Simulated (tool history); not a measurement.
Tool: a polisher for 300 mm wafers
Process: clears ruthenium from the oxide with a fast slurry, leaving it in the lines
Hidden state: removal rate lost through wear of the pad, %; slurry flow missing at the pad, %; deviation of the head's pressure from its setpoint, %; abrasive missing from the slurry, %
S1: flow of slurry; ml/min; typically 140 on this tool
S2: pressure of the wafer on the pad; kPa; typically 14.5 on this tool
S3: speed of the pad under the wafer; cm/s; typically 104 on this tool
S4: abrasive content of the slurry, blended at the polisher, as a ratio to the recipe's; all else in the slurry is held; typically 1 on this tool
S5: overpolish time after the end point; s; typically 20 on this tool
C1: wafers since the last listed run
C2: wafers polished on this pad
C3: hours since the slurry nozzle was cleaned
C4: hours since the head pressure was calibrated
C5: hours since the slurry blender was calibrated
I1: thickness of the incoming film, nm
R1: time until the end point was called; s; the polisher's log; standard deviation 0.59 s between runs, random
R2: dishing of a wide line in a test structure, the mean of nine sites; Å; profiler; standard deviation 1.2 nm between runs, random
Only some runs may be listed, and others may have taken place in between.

Run 1, hour 0: usual settings but S4 1.1; C1 0; C2 1663; C3 12.6; C4 547.7; C5 269.7; I1 131.1. Result: R1 33.1 s, R2 479 Å.
Run 2, hour 21.8: usual settings but S4 1.1; C1 298; C2 1961; C3 34.4; C4 569.5; C5 291.5; I1 129.1. Result: R1 32.9 s, R2 508 Å.
Run 3, hour 46.3: usual settings but S4 1.1; C1 335; C2 2296; C3 58.9; C4 594; C5 316; I1 130.2. Result: R1 32.8 s, R2 497 Å.
Run 4, hour 72.6: usual settings but S2 13.1 kPa; C1 359; C2 2656; C3 85.2; C4 620.3; C5 342.3; I1 132.1. Result: R1 39.3 s, R2 435 Å.
At hour 81: worn pad replaced by a new one.
Run 5, hour 91: usual settings but S3 132 cm/s; C1 196; C2 136; C3 103.6; C4 638.7; C5 360.7; I1 130.3. Result: R1 28.8 s, R2 539 Å.
Run 6, hour 110.1: usual settings but S3 132 cm/s; C1 261; C2 397; C3 122.7; C4 657.8; C5 379.8; I1 131. Result: R1 28.4 s, R2 529 Å.
At hour 134: head pressure recalibrated.
Run 7, hour 145.2: usual settings but S1 190 ml/min, S3 74 cm/s, S5 15 s; C1 452; C2 850; C3 157.8; C4 11.2; C5 414.9; I1 131.4. Result: R1 44.7 s, R2 327 Å.
Run 8, hour 158.4: usual settings but S1 180 ml/min, S2 17.9 kPa, S5 31 s; C1 180; C2 1030; C3 171; C4 24.4; C5 428.1; I1 132.2. Result: R1 26 s, R2 753 Å.
Run 9, hour 186.9: usual settings; C1 389; C2 1420; C3 199.5; C4 52.9; C5 456.6; I1 129.9. Result: R1 31.8 s, R2 500 Å.
At hour 193.9: slurry blender recalibrated.
Run 10, hour 214.4: usual settings; C1 348; C2 1769; C3 227; C4 80.4; C5 20.5; I1 128.1. Result: R1 32.7 s, R2 489 Å.
Run 11, hour 246.3: usual settings but S1 165 ml/min, S2 12.4 kPa, S3 84 cm/s; C1 436; C2 2206; C3 258.9; C4 112.3; C5 52.4; I1 129.8. Result: R1 46.3 s, R2 403 Å.
Run 12, hour 263: usual settings but S1 125 ml/min, S4 0.75; C1 228; C2 2434; C3 275.6; C4 129; C5 69.1; I1 128.5. Result: R1 39 s, R2 421 Å.
At hour 268.3: worn pad replaced by a new one.
Run 13, hour 285.1: usual settings but S4 0.8, S5 15 s; C1 247; C2 230; C3 297.7; C4 151.1; C5 91.2; I1 131. Result: R1 39.5 s, R2 358 Å.
Run 14, hour 310.6: usual settings but S1 180 ml/min, S2 18.6 kPa, S3 90 cm/s, S5 30 s; C1 348; C2 578; C3 323.2; C4 176.6; C5 116.7; I1 131.3. Result: R1 28.2 s, R2 715 Å.
Run 15, hour 325.7: usual settings but S2 11 kPa, S3 90 cm/s, S4 0.9, S5 17 s; C1 206; C2 785; C3 338.3; C4 191.7; C5 131.8; I1 129.4. Result: R1 53.1 s, R2 287 Å.
Run 16, hour 348.5: usual settings but S1 125 ml/min, S4 1.1; C1 311; C2 1097; C3 361.1; C4 214.5; C5 154.6; I1 128.5. Result: R1 32.1 s, R2 500 Å.
Run 17, hour 375.7: usual settings but S4 1.1; C1 372; C2 1469; C3 388.3; C4 241.7; C5 181.8; I1 130.2. Result: R1 30.9 s, R2 501 Å.
Run 18, hour 394.7: usual settings but S2 9.7 kPa, S3 116 cm/s; C1 259; C2 1729; C3 407.3; C4 260.7; C5 200.8; I1 131.6. Result: R1 46.7 s, R2 408 Å.
Run 19, hour 430.5: usual settings; C1 489; C2 2219; C3 443.1; C4 296.5; C5 236.6; I1 128.5. Result: R1 33 s, R2 478 Å.
Run 20, hour 466.1: usual settings but S2 11 kPa, S3 132 cm/s, S4 0.8; C1 486; C2 2706; C3 478.7; C4 332.1; C5 272.2; I1 129.9. Result: R1 41.3 s, R2 417 Å.
At hour 475.9: worn pad replaced by a new one.
Run 21, hour 493.2: usual settings but S3 82 cm/s; C1 316; C2 236; C3 505.8; C4 359.2; C5 299.3; I1 129.4. Result: R1 42.6 s, R2 412 Å.
Run 22, hour 523.9: usual settings but S1 165 ml/min; C1 419; C2 656; C3 536.5; C4 389.9; C5 330; I1 130.5. Result: R1 32.6 s, R2 490 Å.
Run 23, hour 537: usual settings but S1 100 ml/min, S2 16.5 kPa; C1 179; C2 835; C3 549.6; C4 403; C5 343.1; I1 131.3. Result: R1 32.7 s, R2 494 Å.
Run 24, hour 554.1: usual settings but S4 1.15; C1 233; C2 1069; C3 566.7; C4 420.1; C5 360.2; I1 129.4. Result: R1 29.7 s, R2 512 Å.
Run 25, hour 585.1: usual settings; C1 424; C2 1493; C3 597.7; C4 451.1; C5 391.2; I1 131.5. Result: R1 34.9 s, R2 492 Å.
Run 26, hour 604.2: usual settings; C1 261; C2 1754; C3 616.8; C4 470.2; C5 410.3; I1 128.6. Result: R1 33.1 s, R2 506 Å.
Run 27, hour 625.8: usual settings but S1 165 ml/min, S3 136 cm/s; C1 295; C2 2049; C3 638.4; C4 491.8; C5 431.9; I1 130.5. Result: R1 26 s, R2 606 Å.
At hour 651.2: slurry blender recalibrated.
At hour 658.4: slurry nozzle cleaned.
Run 28, hour 660.6: usual settings but S1 175 ml/min, S4 1.2, S5 11 s; C1 435; C2 2485; C3 2.2; C4 526.6; C5 9.4; I1 128.5. Result: R1 30 s, R2 326 Å.

Here are 4 independent what-if runs from the current tool condition. What would each one return?
Run A, hour 661: usual settings but S3 134 cm/s; C1 5; C2 2490; C3 2.6; C4 527; C5 9.8; I1 129.7. Result: R1 ?, R2 ?.
Run B, hour 661: usual settings but S2 11.7 kPa, S3 74 cm/s, S5 11 s; C1 5; C2 2490; C3 2.6; C4 527; C5 9.8; I1 129.7. Result: R1 ?, R2 ?.
Run C, hour 661: usual settings but S1 100 ml/min, S2 16.5 kPa, S4 1.2, S5 28 s; C1 5; C2 2490; C3 2.6; C4 527; C5 9.8; I1 129.7. Result: R1 ?, R2 ?.
Run D, hour 661: usual settings but S3 78 cm/s; C1 5; C2 2490; C3 2.6; C4 527; C5 9.8; I1 129.7. Result: R1 ?, R2 ?.

run    R1   R2
  A  27.2  564
  B  60.8  181
  C  30.1  654
  D  46.7  379
With the hidden condition removed and each run's random variation left untouched, the same runs would have given:
run    R1   R2
  A  25.6  586
  B  57.3  192
  C  28.3  677
  D    44  398

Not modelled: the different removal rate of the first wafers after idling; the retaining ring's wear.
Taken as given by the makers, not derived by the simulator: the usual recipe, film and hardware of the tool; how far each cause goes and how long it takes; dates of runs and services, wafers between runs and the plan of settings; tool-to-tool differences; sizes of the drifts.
